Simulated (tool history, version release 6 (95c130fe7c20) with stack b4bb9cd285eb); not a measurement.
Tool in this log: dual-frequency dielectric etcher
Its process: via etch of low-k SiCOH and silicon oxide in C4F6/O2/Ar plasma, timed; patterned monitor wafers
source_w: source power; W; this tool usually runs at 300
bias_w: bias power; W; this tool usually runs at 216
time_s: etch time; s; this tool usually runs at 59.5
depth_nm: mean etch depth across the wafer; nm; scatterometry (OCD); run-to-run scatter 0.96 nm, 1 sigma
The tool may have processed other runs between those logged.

run     day  source_w  bias_w  time_s  read-back reference wafer on the same gauge, depth_nm  depth_nm
  1   0.000       300     216    59.5                                                  159.1     155.2
  2   0.721       300     216    59.5                                                  159.1     156.7
  3   1.525       270     216    59.5                                                  158.7     147.3
  4   2.962       300     216    59.5                                                  159.1     155.3
  5   2.975       300     216    59.5                                                  159.0     154.9
  6   4.312       300     216    59.5                                                  158.9     157.1
  7   4.850       300     216    59.5                                                  159.1     155.2
  8   5.517       300     216    59.5                                                  158.7     156.5
  9   6.129       300     216    59.5                                                  158.8     157.2
 10   6.938       280     201    53.0                                                  159.1     129.4
 11   8.425       350     216    69.0                                                  158.9     196.5
 12   9.025       300     216    59.5                                                  159.1     155.9
 13   9.971       240     236    59.5                                                  158.8     142.3
 14  11.404       300     216    42.5                                                  158.6     111.1
 15  12.617       250     249    59.5                                                  158.9     148.8
 16  13.867       300     191    59.5                                                  158.5     147.8
 17  14.775       240     216    59.5                                                  159.0     137.8
 18  15.900       300     216    70.0                                                  159.0     185.3
 19  16.421       300     216    59.5                                                  158.9     154.6
 20  18.238       300     216    48.0                                                  159.3     125.2
 21  18.479       240     268    68.5                                                  159.4     172.9
 22  19.067       240     202    65.0                                                  159.1     146.4
 23  20.188       350     195    46.5                                                  159.2     127.1
 24  21.662       230     175    59.5                                                  159.2     123.8
 25  22.717       300     216    69.0                                                  158.8     180.7
 26  23.896       300     236    67.0                                                  158.9     183.3
 27  24.854       300     216    59.5                                                  159.1     153.9
 28  25.996       300     242    52.5                                                  159.3     143.9
 29  27.012       300     216    59.5                                                  159.1     156.5
 30  27.888       250     191    50.0                                                  159.2     112.1
 31  29.308       300     216    59.5                                                  159.2     154.5

Put back what was entered between runs (6 entries, withheld): which listed runs does each sit between, and how does the hidden state differ from the listed run before to the listed run after?
Runs 3 to 4: wet clean of the chamber (day 2.942)
  the hidden state is the same at both runs
Runs 9 to 10: gauge calibrated (day 6.733)
  the hidden state is the same at both runs
Runs 15 to 16: upper electrode replaced (day 13.746)
  the hidden state is the same at both runs
Runs 19 to 20: source power generator calibrated (day 16.629); bias power generator calibrated (day 18.167); wet clean of the chamber (day 18.217)
  the hidden state is the same at both runs

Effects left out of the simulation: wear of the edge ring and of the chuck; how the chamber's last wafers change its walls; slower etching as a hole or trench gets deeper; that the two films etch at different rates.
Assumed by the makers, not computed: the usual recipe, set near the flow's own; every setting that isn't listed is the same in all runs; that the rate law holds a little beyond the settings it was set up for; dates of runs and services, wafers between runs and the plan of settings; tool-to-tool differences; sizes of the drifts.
